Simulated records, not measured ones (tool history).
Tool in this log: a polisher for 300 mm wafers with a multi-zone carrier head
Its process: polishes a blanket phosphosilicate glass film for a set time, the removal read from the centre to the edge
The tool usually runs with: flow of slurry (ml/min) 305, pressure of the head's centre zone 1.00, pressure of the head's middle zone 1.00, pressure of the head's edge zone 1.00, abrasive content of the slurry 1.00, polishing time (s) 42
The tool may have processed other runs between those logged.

run	day	flow of slurry (ml/min)	pressure of the head's centre zone	pressure of the head's middle zone	pressure of the head's edge zone	abrasive content of the slurry	polishing time (s)	incoming thickness of the incoming film, nm	film removed at the wafer's centre (Å)	film removed at mid-radius (Å)	film removed at the wafer's edge (Å)
1	0.000	305	1.00	1.00	1.00	1.00	42	4724.6	2589	2357	2368
2	4.442	305	1.00	1.00	1.00	1.00	33	4773.4	1974	1828	1831
# day 7.762: edge zone pressure recalibrated
# day 8.829: carrier head's membrane replaced by a new one
3	8.850	305	1.00	1.00	0.91	1.00	42	4777.1	2589	2303	2268
4	11.800	370	1.00	1.00	1.08	1.00	42	4804.2	2577	2305	2416
5	14.208	305	1.00	1.00	1.00	1.00	29	4853.6	1765	1580	1569
6	16.517	305	0.90	1.00	1.00	1.00	42	4838.4	2238	2208	2296
7	18.175	270	1.00	1.00	1.00	1.00	42	4772.5	2455	2203	2219
# day 18.558: centre zone pressure recalibrated
# day 18.667: slurry nozzle cleaned
8	20.358	305	1.00	1.00	1.00	1.00	42	4755.8	2200	2223	2215
9	22.921	305	1.00	0.95	1.00	1.00	54	4815.4	2910	2630	2764
10	24.475	270	1.00	1.00	1.00	1.00	48	4797.8	2542	2414	2446
# day 26.662: worn pad replaced by a new one
11	28.338	305	1.00	1.00	1.00	1.00	42	4821.0	2498	2370	2390
12	31.429	305	1.00	1.00	1.00	1.00	48	4779.5	2977	2740	2789
13	32.938	305	1.00	1.00	1.00	1.00	42	4814.3	2544	2328	2372
14	36.188	305	1.00	1.00	1.00	1.00	42	4816.3	2499	2321	2355
15	40.108	305	1.00	1.00	1.00	1.00	42	4734.4	2527	2319	2376
16	43.521	305	1.00	1.00	0.88	1.00	50	4851.1	2987	2765	2552
# day 46.383: carrier head's membrane replaced by a new one
17	46.933	305	1.09	1.00	1.00	0.90	42	4759.3	2648	2180	2154
# day 48.483: slurry nozzle cleaned
18	50.554	305	1.00	1.00	1.00	1.10	32	4818.2	1918	1740	1765
19	53.404	305	1.00	1.00	1.00	1.00	42	4778.2	2381	2180	2217
# day 55.929: centre zone pressure recalibrated
# day 56.112: edge zone pressure recalibrated
20	56.258	305	1.00	1.00	1.00	1.00	42	4708.2	2089	2170	2197
21	58.242	365	1.00	1.00	1.00	1.00	42	4801.2	2173	2154	2132
# day 60.967: worn pad replaced by a new one
22	62.433	305	1.00	1.04	1.00	1.00	27	4856.5	1582	1584	1558

Selected run-to-run steps in film removed at the wafer's centre (Å), each split into two signed amounts: the part the tool would show with no hidden state at all (from settings, incoming material and random variation), and the remainder, which goes to the hidden state together with any gauge scatter not common to the measured and the hidden-state-free results:
The tool's hidden condition here consists of: removal rate lost through wear of the pad, %; slurry flow missing at the pad, %; deviation of the centre zone's pressure from its setpoint, %; deviation of the edge zone's pressure from its setpoint, %.
Run 4 -> 5: flow of slurry (ml/min) 370 -> 305, pressure of the head's edge zone 1.08 -> 1.00, polishing time (s) 42 -> 29. film removed at the wafer's centre (Å) -812: hidden state -71, all else -741.
Run 10 -> 11: flow of slurry (ml/min) 270 -> 305, polishing time (s) 48 -> 42, worn pad replaced by a new one. film removed at the wafer's centre (Å) -44: hidden state +313, all else -357.
Run 17 -> 18: pressure of the head's centre zone 1.09 -> 1.00, abrasive content of the slurry 0.90 -> 1.10, polishing time (s) 42 -> 32, slurry nozzle cleaned. film removed at the wafer's centre (Å) -730: hidden state -66, all else -664.
Run 19 -> 20: centre zone pressure recalibrated, edge zone pressure recalibrated. film removed at the wafer's centre (Å) -292: hidden state -300, all else +8.
